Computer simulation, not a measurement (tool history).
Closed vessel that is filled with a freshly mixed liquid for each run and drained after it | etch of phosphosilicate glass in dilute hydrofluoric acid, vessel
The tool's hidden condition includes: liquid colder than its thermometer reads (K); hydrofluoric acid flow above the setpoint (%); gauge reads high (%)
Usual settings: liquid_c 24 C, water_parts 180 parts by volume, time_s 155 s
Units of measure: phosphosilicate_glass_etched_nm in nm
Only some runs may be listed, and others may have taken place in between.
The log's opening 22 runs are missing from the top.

run    hour  liquid_c  water_parts  time_s  wafers since the last listed run  hours since the thermometer was replaced  hours since the hydrofluoric acid flow meter was replaced  hours since the gauge calibration  read-back film thickness of the phosphosilicate glass reference wafer, read on the same gauge (nm)  phosphosilicate_glass_etched_nm
     1732.2  -- thermometer replaced
 23  1807.7        24          180     155                             11512                                      75.5                                                      295.8                             1142.8                                                                                              119.99                            48.42
 24  1902.4        21          150      80                             12887                                     170.2                                                      390.5                             1237.5                                                                                              120.03                            28.07
 25    2001      27.5          100     195                             13418                                     268.8                                                      489.1                             1336.1                                                                                              119.99                           138.03
 26  2058.7        24          180      70                              7852                                     326.5                                                      546.8                             1393.8                                                                                              120.02                            22.21
 27  2116.9      22.5          180     155                              7920                                     384.7                                                        605                               1452                                                                                              119.99                            47.17
 28  2220.1        24          180     155                             14044                                     487.9                                                      708.2                             1555.2                                                                                                 120                            50.48
 29  2307.5        26          265      65                             11893                                     575.3                                                      795.6                             1642.6                                                                                              120.03                            14.12
       2309  -- hydrofluoric acid flow meter replaced
 30  2356.1      19.5          130     155                              6477                                     623.9                                                       47.1                             1691.2                                                                                              120.02                            58.65
 31  2456.8        24          180     155                             13703                                     724.6                                                      147.8                             1791.9                                                                                              119.97                            48.33

Below are 5 alternative next runs, each starting from the tool's condition after run 31. Predict each:
  A  2457.5        24          180     155                                95                                     725.3                                                      148.5                             1792.6                                                                                                   ?                                ?
  B  2457.5        21          205     210                                95                                     725.3                                                      148.5                             1792.6                                                                                                   ?                                ?
  C  2457.5      26.5          230      90                                95                                     725.3                                                      148.5                             1792.6                                                                                                   ?                                ?
  D  2457.5        22          120     155                                95                                     725.3                                                      148.5                             1792.6                                                                                                   ?                                ?
  E  2457.5        24          145     155                                95                                     725.3                                                      148.5                             1792.6                                                                                                   ?                                ?

run  read-back film thickness of the phosphosilicate glass reference wafer, read on the same gauge (nm)  phosphosilicate_glass_etched_nm
  A                                                                                              120.01                            47.88
  B                                                                                              120.01                            49.55
  C                                                                                              120.01                            22.57
  D                                                                                              120.01                            71.04
  E                                                                                              120.01                             61.8
Without the tool's unlogged condition, the same runs would have read:
run  phosphosilicate_glass_etched_nm
  A                            47.07
  B                             48.7
  C                            22.17
  D                            69.89
  E                            60.78
